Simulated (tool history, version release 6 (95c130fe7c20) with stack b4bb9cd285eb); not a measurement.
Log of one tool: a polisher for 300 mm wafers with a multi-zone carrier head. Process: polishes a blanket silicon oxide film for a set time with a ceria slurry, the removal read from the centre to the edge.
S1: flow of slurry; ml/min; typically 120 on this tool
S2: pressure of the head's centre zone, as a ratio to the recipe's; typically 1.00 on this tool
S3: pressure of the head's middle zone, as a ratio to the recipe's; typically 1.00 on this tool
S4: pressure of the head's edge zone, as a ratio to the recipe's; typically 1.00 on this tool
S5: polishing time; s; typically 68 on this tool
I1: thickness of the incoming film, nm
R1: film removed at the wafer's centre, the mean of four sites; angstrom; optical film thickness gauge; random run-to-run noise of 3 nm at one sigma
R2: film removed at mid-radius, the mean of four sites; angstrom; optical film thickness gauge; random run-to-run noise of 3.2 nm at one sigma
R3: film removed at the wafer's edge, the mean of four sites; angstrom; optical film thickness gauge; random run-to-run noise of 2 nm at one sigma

run,day,S1,S2,S3,S4,S5,I1,R1,R2,R3
1,0.000,120,1.00,1.00,1.00,68,988.2,2586,2608,2627
2,0.404,120,1.00,1.00,1.00,55,989.8,2085,2061,2155
3,1.050,120,1.00,1.00,1.00,55,985.0,2063,2034,2084
4,1.617,120,1.00,0.94,1.00,68,986.9,2562,2343,2597
5,2.067,120,1.00,0.94,1.00,68,994.5,2540,2399,2594
6,2.529,120,1.00,1.06,1.00,68,1000.7,2575,2617,2584
7,3.092,120,1.00,1.00,0.92,68,992.7,2529,2505,2494
8,3.788,120,1.00,1.00,0.92,68,988.7,2433,2521,2477
# day 4.492: carrier head's membrane replaced by a new one
9,4.512,120,1.00,1.00,1.00,77,994.0,2772,2760,2906
# day 4.829: centre zone pressure recalibrated
10,5.112,120,1.04,1.00,1.00,68,983.5,2524,2449,2513
11,5.525,120,1.00,1.00,1.00,68,1003.6,2408,2389,2559
12,5.829,120,1.00,0.96,1.00,68,990.2,2365,2302,2512
# day 6.142: slurry nozzle cleaned
13,6.454,145,1.00,0.95,1.00,68,993.0,3137,2826,2952
# day 6.717: worn pad replaced by a new one
# day 6.817: edge zone pressure recalibrated
14,6.838,120,1.00,1.00,1.00,68,990.4,2919,2878,2828
15,7.004,120,1.00,1.05,0.95,68,993.3,2916,2990,2747
16,7.662,120,0.90,1.00,1.04,68,995.7,2656,2831,2924
17,7.983,120,1.00,1.06,1.00,68,973.6,2956,2995,2826
18,8.275,120,1.00,0.90,1.00,91,996.3,3910,3467,3788
19,8.738,120,1.07,1.00,1.05,68,984.7,3108,2804,2919

Below are 4 alternative next runs, each starting from the tool's condition after run 19. Predict each:
A,8.758,120,1.00,1.00,1.00,68,1009.0,?,?,?
B,8.758,120,1.00,1.12,1.00,74,1009.0,?,?,?
C,8.758,120,1.07,1.00,1.00,85,1009.0,?,?,?
D,8.758,120,1.00,0.88,1.11,68,1009.0,?,?,?

run,R1,R2,R3
A,2931,2833,2815
B,3192,3396,3059
C,3907,3540,3519
D,2929,2546,2969
Had the tool no hidden state, the same runs would have come out as:
run,R1,R2,R3
A,2997,2889,2853
B,3264,3462,3100
C,3995,3609,3567
D,2994,2595,3009

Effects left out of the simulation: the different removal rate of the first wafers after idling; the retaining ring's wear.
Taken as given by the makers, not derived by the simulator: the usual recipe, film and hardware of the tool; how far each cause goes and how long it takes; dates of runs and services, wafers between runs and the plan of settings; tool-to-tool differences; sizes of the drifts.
